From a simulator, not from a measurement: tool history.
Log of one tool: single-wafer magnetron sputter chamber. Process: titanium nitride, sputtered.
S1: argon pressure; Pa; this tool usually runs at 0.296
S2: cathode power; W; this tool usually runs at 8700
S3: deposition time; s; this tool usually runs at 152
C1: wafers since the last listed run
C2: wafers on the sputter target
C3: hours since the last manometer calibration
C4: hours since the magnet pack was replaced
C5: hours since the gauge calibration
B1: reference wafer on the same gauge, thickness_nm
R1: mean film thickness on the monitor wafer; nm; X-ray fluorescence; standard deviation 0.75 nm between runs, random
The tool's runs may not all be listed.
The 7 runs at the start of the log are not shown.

Run 8, day 3.45: usual settings; C1 96; C2 5644; C3 2113.5; C4 7727.2; C5 146.1; B1 275.067. Result: R1 278.869 nm.
Run 9, day 3.862: usual settings; C1 90; C2 5734; C3 2123.4; C4 7737.1; C5 156; B1 275.049. Result: R1 276.489 nm.
Run 10, day 4.217: usual settings; C1 77; C2 5812; C3 2131.9; C4 7745.6; C5 164.5; B1 274.976. Result: R1 277.818 nm.
Run 11, day 4.917: usual settings but S1 0.375 Pa; C1 153; C2 5965; C3 2148.7; C4 7762.4; C5 181.3; B1 274.989. Result: R1 270.903 nm.
Run 12, day 5.246: usual settings but S1 0.375 Pa; C1 72; C2 6037; C3 2156.6; C4 7770.3; C5 189.2; B1 274.912. Result: R1 269.049 nm.
Run 13, day 5.933: usual settings but S1 0.217 Pa, S2 10400 W; C1 150; C2 6188; C3 2173.1; C4 7786.8; C5 205.7; B1 275.053. Result: R1 339.798 nm.
At day 6.675: magnet pack replaced.
Run 14, day 6.696: usual settings but S1 0.23 Pa; C1 93; C2 6282; C3 2191.4; C4 0.5; C5 224; B1 274.854. Result: R1 283.927 nm.
Run 15, day 6.875: usual settings but S2 7500 W; C1 39; C2 6321; C3 2195.7; C4 4.8; C5 228.3; B1 274.959. Result: R1 238.134 nm.
Run 16, day 7.242: usual settings but S1 0.202 Pa, S3 134 s; C1 80; C2 6401; C3 2204.5; C4 13.6; C5 237.1; B1 275.007. Result: R1 252.445 nm.
Run 17, day 7.762: usual settings; C1 114; C2 6515; C3 2217; C4 26.1; C5 249.6; B1 275.015. Result: R1 276.63 nm.
At day 8.171: gauge calibrated.
At day 8.275: capacitance manometer re-zeroed and calibrated.
Run 18, day 8.475: usual settings; C1 83; C2 6598; C3 4.8; C4 43.2; C5 7.3; B1 275.017. Result: R1 276.397 nm.

Run 19 comes next. What will it give?
Run 19, day 9.2: usual settings but S1 0.23 Pa, S2 10600 W; C1 158; C2 6757; C3 22.2; C4 60.6; C5 24.7; B1 ?. Result: R1 ?.

B1: 275.074
R1: 347.751 nm
The same run, on a tool lacking any hidden state, would have yielded R1 361.971 nm.

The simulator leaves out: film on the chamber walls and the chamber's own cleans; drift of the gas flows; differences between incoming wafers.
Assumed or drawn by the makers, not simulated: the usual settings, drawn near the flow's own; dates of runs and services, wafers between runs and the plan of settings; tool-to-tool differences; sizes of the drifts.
